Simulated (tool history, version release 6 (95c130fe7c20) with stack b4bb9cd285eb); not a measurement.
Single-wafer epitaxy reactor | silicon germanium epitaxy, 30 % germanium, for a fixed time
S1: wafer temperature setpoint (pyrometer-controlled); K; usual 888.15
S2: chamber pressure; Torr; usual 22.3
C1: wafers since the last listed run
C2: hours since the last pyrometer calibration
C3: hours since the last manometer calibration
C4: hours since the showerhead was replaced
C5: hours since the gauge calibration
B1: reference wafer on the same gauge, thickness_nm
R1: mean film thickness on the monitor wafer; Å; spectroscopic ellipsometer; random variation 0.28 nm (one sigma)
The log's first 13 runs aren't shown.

run    hour      S1    S2    C1      C2      C3      C4      C5      B1       R1
 14   945.5  888.15  22.3  1991  1771.3  1349.1   550.9  2068.0  92.505   812.50
 15  1052.9  899.15  27.2  2637  1878.7  1456.5   658.3  2175.4  92.534  1079.17
 16  1107.9  878.15  24.0  1350  1933.7  1511.5   713.3  2230.4  92.518   704.69
 17  1144.3  893.15  24.6   893  1970.1  1547.9   749.7  2266.8  92.464   927.47
     1160.2  -- pyrometer calibrated
 18  1199.4  896.15  25.9  1156    39.2  1603.0   804.8  2321.9  92.437   893.78
 19  1292.8  888.15  22.3  2293   132.6  1696.4   898.2  2415.3  92.491   727.37
 20  1369.2  895.15  24.8  1876   209.0  1772.8   974.6  2491.7  92.494   872.16
 21  1419.6  875.15  26.4  1237   259.4  1823.2  1025.0  2542.1  92.426   620.48
 22  1466.1  873.15  23.8  1141   305.9  1869.7  1071.5  2588.6  92.520   575.09
 23  1526.8  878.15  19.4  1490   366.6  1930.4  1132.2  2649.3  92.536   571.73
     1538.4  -- pyrometer calibrated, repeated, since the last time left the tool worse
 24  1596.1  888.15  17.4  1505    57.7  1999.7  1201.5  2718.6  92.489   693.35
     1630.5  -- capacitance manometer re-zeroed and calibrated
 25  1701.8  899.15  17.7  2399   163.4    71.3  1307.2  2824.3  92.497   851.68
     1723.7  -- gauge calibrated
 26  1790.2  888.15  22.3  2170   251.8   159.7  1395.6    66.5  92.532   785.45
 27  1895.4  888.15  22.3  2583   357.0   264.9  1500.8   171.7  92.475   788.92
 28  1932.9  878.15  18.6   920   394.5   302.4  1538.3   209.2  92.482   601.84
 29  1972.3  881.15  20.3   967   433.9   341.8  1577.7   248.6  92.496   667.71
 30  2033.9  888.15  19.0  1512   495.5   403.4  1639.3   310.2  92.528   726.18
 31  2106.6  888.15  22.3  1785   568.2   476.1  1712.0   382.9  92.508   792.50
 32  2207.9  880.15  18.0  2487   669.5   577.4  1813.3   484.2  92.513   619.75
 33  2261.0  901.15  24.7  1303   722.6   630.5  1866.4   537.3  92.472  1052.57
 34  2298.7  877.15  25.4   925   760.3   668.2  1904.1   575.0  92.548   691.06

5 ways to go on from here, each from the tool as it stands after run 34. What would each give?
  A  2299.1  888.15  22.3   9  760.7  668.6  1904.5  575.4   ?   ?
  B  2299.1  879.15  27.5   9  760.7  668.6  1904.5  575.4   ?   ?
  C  2299.1  883.15  26.3   9  760.7  668.6  1904.5  575.4   ?   ?
  D  2299.1  902.15  25.8   9  760.7  668.6  1904.5  575.4   ?   ?
  E  2299.1  884.15  20.4   9  760.7  668.6  1904.5  575.4   ?   ?

run      B1       R1
  A  92.492   794.52
  B  92.492   743.59
  C  92.492   783.38
  D  92.492  1084.64
  E  92.492   709.83
Without the tool's hidden state the same runs would have given:
run       R1
  A   782.09
  B   731.72
  C   770.99
  D  1068.19
  E   698.62
